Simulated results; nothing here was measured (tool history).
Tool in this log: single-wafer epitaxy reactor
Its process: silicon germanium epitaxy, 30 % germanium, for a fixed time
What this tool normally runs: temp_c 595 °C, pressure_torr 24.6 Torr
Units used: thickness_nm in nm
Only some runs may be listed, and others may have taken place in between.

run,day,temp_c,pressure_torr,wafers since the last listed run,hours since the last pyrometer calibration,hours since the last manometer calibration,hours since the showerhead was replaced,hours since the gauge calibration,"read-back reference wafer on the same gauge, thickness_nm",thickness_nm
1,0,595,24.6,0,2306.4,2057.9,7934.1,198.5,60.277,55.808
2,0.838,595,24.6,446,2326.5,2078,7954.2,218.6,60.349,55.93
3,1.521,595,22.2,364,2342.9,2094.4,7970.6,235,60.37,53.543
4,2.679,595,22.2,617,2370.7,2122.2,7998.4,262.8,60.396,53.887
5,3.996,595,24.6,702,2402.3,2153.8,8030,294.4,60.324,55.76
# day 5.133: pyrometer calibrated
6,5.154,595,24.6,440,0.5,2181.6,8057.8,322.2,60.268,55.939
# day 5.929: showerhead replaced
7,6.038,595,24.6,293,21.7,2202.8,2.6,343.4,60.293,56.305
# day 6.875: capacitance manometer re-zeroed and calibrated
8,6.896,595,24.6,280,42.3,0.5,23.2,364,60.335,56.354
# day 6.904: gauge calibrated
9,7.629,584,30.5,391,59.9,18.1,40.8,17.4,60.209,50.994
10,8.633,595,24.6,535,84,42.2,64.9,41.5,60.299,55.857
11,9.321,603,27.8,366,100.5,58.7,81.4,58,60.261,66.868
12,10.304,585,20.2,524,124.1,82.3,105,81.6,60.314,44.376
13,10.933,586,23,335,139.2,97.4,120.1,96.7,60.331,46.799
14,11.729,607,29.9,424,158.3,116.5,139.2,115.8,60.321,73.374
15,12.338,595,24.6,324,172.9,131.1,153.8,130.4,60.244,55.984
16,13.538,590,21.8,640,201.7,159.9,182.6,159.2,60.205,49.174

Here are 5 independent what-if runs from the current tool condition. What would each one return?
A,13.554,595,24.6,8,202.1,160.3,183,159.6,?,?
B,13.554,602,24.6,8,202.1,160.3,183,159.6,?,?
C,13.554,609,27.3,8,202.1,160.3,183,159.6,?,?
D,13.554,607,26.5,8,202.1,160.3,183,159.6,?,?
E,13.554,582,24.6,8,202.1,160.3,183,159.6,?,?

run,"read-back reference wafer on the same gauge, thickness_nm",thickness_nm
A,60.282,55.704
B,60.282,62.369
C,60.282,72.656
D,60.282,69.566
E,60.282,44.964
Without the tool's hidden state the same runs would have given:
run,thickness_nm
A,55.704
B,62.369
C,72.656
D,69.566
E,44.964
